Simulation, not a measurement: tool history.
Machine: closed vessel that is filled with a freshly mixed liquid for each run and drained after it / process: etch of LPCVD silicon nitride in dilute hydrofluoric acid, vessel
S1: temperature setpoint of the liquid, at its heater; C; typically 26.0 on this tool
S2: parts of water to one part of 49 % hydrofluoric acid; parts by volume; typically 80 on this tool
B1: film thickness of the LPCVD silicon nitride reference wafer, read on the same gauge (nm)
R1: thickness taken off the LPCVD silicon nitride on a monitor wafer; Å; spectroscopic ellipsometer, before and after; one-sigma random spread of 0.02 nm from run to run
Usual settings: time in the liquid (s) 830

run 1 hour=0.0 | S1=26.0 S2=80 time_in_the_liquid_(s)=830 | B1=40.02 | R1=54.0
run 2 hour=48.6 | S1=26.0 S2=80 time_in_the_liquid_(s)=830 | B1=39.99 | R1=53.9
run 3 hour=85.1 | S1=26.0 S2=80 time_in_the_liquid_(s)=675 | B1=39.98 | R1=43.7
run 4 hour=116.7 | S1=26.0 S2=80 time_in_the_liquid_(s)=675 | B1=40.00 | R1=43.2
run 5 hour=176.8 | S1=26.0 S2=80 time_in_the_liquid_(s)=830 | B1=39.99 | R1=53.3
run 6 hour=215.7 | S1=26.0 S2=50 time_in_the_liquid_(s)=830 | B1=39.95 | R1=84.2
run 7 hour=240.3 | S1=26.0 S2=50 time_in_the_liquid_(s)=830 | B1=39.98 | R1=84.7
run 8 hour=287.5 | S1=26.0 S2=80 time_in_the_liquid_(s)=830 | B1=40.01 | R1=52.9
run 9 hour=342.3 | S1=28.0 S2=80 time_in_the_liquid_(s)=1120 | B1=39.98 | R1=81.0

What does the tool deliver on the next run?
-- hour=380.4 thermometer replaced
run 10 hour=400.5 | S1=21.5 S2=95 time_in_the_liquid_(s)=365 | B1=? | R1=?

B1: 40.06
R1: 15.8 Å
Without the tool's hidden state the same run would have given R1 15.9 Å.
